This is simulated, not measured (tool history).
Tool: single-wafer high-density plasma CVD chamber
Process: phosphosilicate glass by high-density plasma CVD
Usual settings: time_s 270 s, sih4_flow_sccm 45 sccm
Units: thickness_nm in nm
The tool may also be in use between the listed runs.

run	hour	time_s	sih4_flow_sccm	wafers since the last listed run	hours since the silane flow controller was replaced	hours since the gauge calibration	read-back reference wafer on the same gauge, thickness_nm	thickness_nm
1	0.0	270	49	0	1049.7	2452.8	1342.468	1287.370
2	76.0	270	49	329	1125.7	2528.8	1339.262	1286.409
3	170.4	270	49	409	1220.1	2623.2	1340.166	1287.890
4	212.3	270	45	181	1262.0	2665.1	1339.065	1175.187
5	317.9	270	45	458	1367.6	2770.7	1340.111	1177.428
6	391.9	270	45	321	1441.6	2844.7	1340.462	1176.211
7	431.2	311	45	170	1480.9	2884.0	1342.018	1355.876
8	533.9	311	45	445	1583.6	2986.7	1340.235	1369.216
9	581.0	311	45	204	1630.7	3033.8	1341.271	1347.005
10	645.8	270	43	281	1695.5	3098.6	1339.868	1115.790
11	714.3	270	43	297	1764.0	3167.1	1341.123	1128.738
12	794.9	270	43	349	1844.6	3247.7	1338.806	1119.122
13	885.6	270	45	393	1935.3	3338.4	1339.173	1174.706
14	975.3	270	45	389	2025.0	3428.1	1339.526	1176.499
15	1045.7	270	45	305	2095.4	3498.5	1340.363	1171.576
16	1105.9	307	45	261	2155.6	3558.7	1339.428	1324.112
17	1197.5	307	45	397	2247.2	3650.3	1340.515	1330.134
18	1281.9	305	45	366	2331.6	3734.7	1340.996	1315.703
19	1374.1	305	45	400	2423.8	3826.9	1338.825	1316.914
20	1467.4	305	45	405	2517.1	3920.2	1341.119	1325.680
21	1510.4	270	47	186	2560.1	3963.2	1337.780	1227.370
22	1578.1	305	45	293	2627.8	4030.9	1341.960	1327.174
23	1663.3	223	49	369	2713.0	4116.1	1339.951	1053.650
24	1746.0	315	49	359	2795.7	4198.8	1340.579	1483.108
25	1819.3	252	53	318	2869.0	4272.1	1339.957	1287.142
26	1889.4	235	37	304	2939.1	4342.2	1338.245	831.548
27	1950.3	270	41	264	3000.0	4403.1	1340.761	1060.603
28	2016.5	270	45	287	3066.2	4469.3	1342.729	1165.180
29	2086.6	253	40	304	3136.3	4539.4	1339.925	974.636
30	2144.6	286	52	251	3194.3	4597.4	1339.895	1426.672
31	2199.6	270	47	238	3249.3	4652.4	1340.868	1219.778
32	2288.4	307	52	385	3338.1	4741.2	1342.770	1536.092
# hour 2309.5: silane flow controller replaced
33	2373.8	250	36	336	64.3	4826.6	1336.997	897.060
34	2411.3	318	45	162	101.8	4864.1	1340.798	1438.309
35	2448.7	294	54	162	139.2	4901.5	1337.357	1575.722
36	2533.1	270	45	366	223.6	4985.9	1340.073	1207.693
# hour 2569.9: gauge calibrated
37	2635.5	270	40	444	326.0	65.6	1340.544	1078.301
38	2719.7	319	49	365	410.2	149.8	1339.508	1551.101
39	2797.2	270	45	336	487.7	227.3	1337.771	1194.006
40	2840.8	217	43	189	531.3	270.9	1338.020	921.463
41	2897.4	319	49	245	587.9	327.5	1338.556	1544.728
42	3188.6	270	45	1264	879.1	618.7	1341.562	1189.712
43	3395.8	249	38	899	1086.3	825.9	1341.127	918.861
44	3446.1	270	45	218	1136.6	876.2	1342.512	1195.777
45	3519.6	308	45	319	1210.1	949.7	1340.799	1353.899

Measured less the same run without the tool's hidden state. The same run-to-run variation is in both; the gauge's scatter may not be:
The hidden state here: delivered silane flow above the setpoint (%); gauge reads high (%).
run	thickness_nm
1	-38.097
2	-39.606
3	-41.416
4	-38.461
5	-40.109
6	-41.080
7	-47.941
8	-49.859
9	-49.657
10	-41.789
11	-42.932
12	-43.280
13	-46.206
14	-46.981
15	-47.294
16	-53.913
17	-54.815
18	-54.770
19	-55.371
20	-56.254
21	-52.287
22	-56.870
23	-45.456
24	-64.369
25	-56.138
26	-36.426
27	-46.625
28	-51.407
29	-43.154
30	-63.342
31	-54.290
32	-68.623
33	+0.584
34	-1.206
35	-3.583
36	-6.449
37	-9.442
38	-17.581
39	-16.163
40	-13.553
41	-24.963
42	-26.801
43	-23.986
44	-32.132
45	-37.813
